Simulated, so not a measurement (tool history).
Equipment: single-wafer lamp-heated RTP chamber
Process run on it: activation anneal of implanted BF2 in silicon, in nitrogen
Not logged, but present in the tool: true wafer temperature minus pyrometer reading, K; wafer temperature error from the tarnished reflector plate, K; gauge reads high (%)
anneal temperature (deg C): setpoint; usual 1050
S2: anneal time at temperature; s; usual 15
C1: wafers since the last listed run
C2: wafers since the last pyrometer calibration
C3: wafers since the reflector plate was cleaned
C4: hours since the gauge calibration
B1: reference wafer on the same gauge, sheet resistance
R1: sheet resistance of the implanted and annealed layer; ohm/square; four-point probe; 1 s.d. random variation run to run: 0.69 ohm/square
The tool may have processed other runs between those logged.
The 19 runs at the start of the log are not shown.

{"run": 20, "hour": 904.9, "anneal temperature (deg C)": 1050, "S2": 15, "C1": 1141, "C2": 3763, "C3": 8059, "C4": 522.7, "B1": 295.87, "R1": 290.48}
{"run": 21, "hour": 950.4, "anneal temperature (deg C)": 1027, "S2": 20, "C1": 552, "C2": 4316, "C3": 8612, "C4": 568.2, "B1": 295.99, "R1": 301.84}
{"run": 22, "hour": 988.7, "anneal temperature (deg C)": 1024, "S2": 21, "C1": 465, "C2": 4781, "C3": 9077, "C4": 606.5, "B1": 296.06, "R1": 303.38}
{"hour": 1051.8, "done": "pyrometer window cleaned and pyrometer calibrated"}
{"run": 23, "hour": 1052.3, "anneal temperature (deg C)": 1050, "S2": 20, "C1": 675, "C2": 5, "C3": 9752, "C4": 670.1, "B1": 295.83, "R1": 285.42}
{"run": 24, "hour": 1087.8, "anneal temperature (deg C)": 1050, "S2": 9, "C1": 431, "C2": 436, "C3": 10183, "C4": 705.6, "B1": 295.97, "R1": 307.9}
{"run": 25, "hour": 1144.7, "anneal temperature (deg C)": 1050, "S2": 22, "C1": 691, "C2": 1127, "C3": 10874, "C4": 762.5, "B1": 295.98, "R1": 277.42}
{"hour": 1198.1, "done": "reflector plate cleaned"}
{"run": 26, "hour": 1204.8, "anneal temperature (deg C)": 1024, "S2": 18, "C1": 632, "C2": 1760, "C3": 81, "C4": 822.6, "B1": 296.06, "R1": 316.78}
{"run": 27, "hour": 1240.5, "anneal temperature (deg C)": 1036, "S2": 9, "C1": 433, "C2": 2194, "C3": 515, "C4": 858.3, "B1": 295.8, "R1": 324.82}
{"run": 28, "hour": 1295.7, "anneal temperature (deg C)": 1050, "S2": 15, "C1": 670, "C2": 2864, "C3": 1185, "C4": 913.5, "B1": 296.11, "R1": 295.32}
{"run": 29, "hour": 1330.6, "anneal temperature (deg C)": 1050, "S2": 15, "C1": 423, "C2": 3288, "C3": 1609, "C4": 948.4, "B1": 296.08, "R1": 291.64}
{"run": 30, "hour": 1393.4, "anneal temperature (deg C)": 1050, "S2": 15, "C1": 762, "C2": 4051, "C3": 2372, "C4": 1011.2, "B1": 295.97, "R1": 293.64}
{"hour": 1409.5, "done": "pyrometer window cleaned and pyrometer calibrated"}
{"run": 31, "hour": 1425.4, "anneal temperature (deg C)": 1078, "S2": 19, "C1": 291, "C2": 193, "C3": 2663, "C4": 1043.2, "B1": 295.64, "R1": 272.04}
{"run": 32, "hour": 1465.1, "anneal temperature (deg C)": 1050, "S2": 15, "C1": 482, "C2": 675, "C3": 3145, "C4": 1082.9, "B1": 296.07, "R1": 298.59}
{"run": 33, "hour": 1511.9, "anneal temperature (deg C)": 1077, "S2": 11, "C1": 568, "C2": 1243, "C3": 3714, "C4": 1129.7, "B1": 296.01, "R1": 280.57}
{"run": 34, "hour": 1572.8, "anneal temperature (deg C)": 1050, "S2": 22, "C1": 739, "C2": 1983, "C3": 4453, "C4": 1190.6, "B1": 296.06, "R1": 283.15}
{"run": 35, "hour": 1602.1, "anneal temperature (deg C)": 1024, "S2": 6, "C1": 355, "C2": 2339, "C3": 4809, "C4": 1219.9, "B1": 295.77, "R1": 346.7}

Predict each of these 5 candidate next runs independently; none follows another, all start after run 35:
{"run": "A", "hour": 1602.5, "anneal temperature (deg C)": 1050, "S2": 15, "C1": 4, "C2": 2343, "C3": 4814, "C4": 1220.3, "B1": "?", "R1": "?"}
{"run": "B", "hour": 1602.5, "anneal temperature (deg C)": 1050, "S2": 18, "C1": 4, "C2": 2343, "C3": 4814, "C4": 1220.3, "B1": "?", "R1": "?"}
{"run": "C", "hour": 1602.5, "anneal temperature (deg C)": 1031, "S2": 11, "C1": 4, "C2": 2343, "C3": 4814, "C4": 1220.3, "B1": "?", "R1": "?"}
{"run": "D", "hour": 1602.5, "anneal temperature (deg C)": 1026, "S2": 11, "C1": 4, "C2": 2343, "C3": 4814, "C4": 1220.3, "B1": "?", "R1": "?"}
{"run": "E", "hour": 1602.5, "anneal temperature (deg C)": 1065, "S2": 15, "C1": 4, "C2": 2343, "C3": 4814, "C4": 1220.3, "B1": "?", "R1": "?"}

run=A B1=295.93 R1=294.34
run=B B1=295.93 R1=288.59
run=C B1=295.93 R1=323.68
run=D B1=295.93 R1=328.24
run=E B1=295.93 R1=281.06
What these runs would have given with no unlogged condition in the tool:
run=A R1=305.92
run=B R1=299.34
run=C R1=333.93
run=D R1=338.41
run=E R1=290.88

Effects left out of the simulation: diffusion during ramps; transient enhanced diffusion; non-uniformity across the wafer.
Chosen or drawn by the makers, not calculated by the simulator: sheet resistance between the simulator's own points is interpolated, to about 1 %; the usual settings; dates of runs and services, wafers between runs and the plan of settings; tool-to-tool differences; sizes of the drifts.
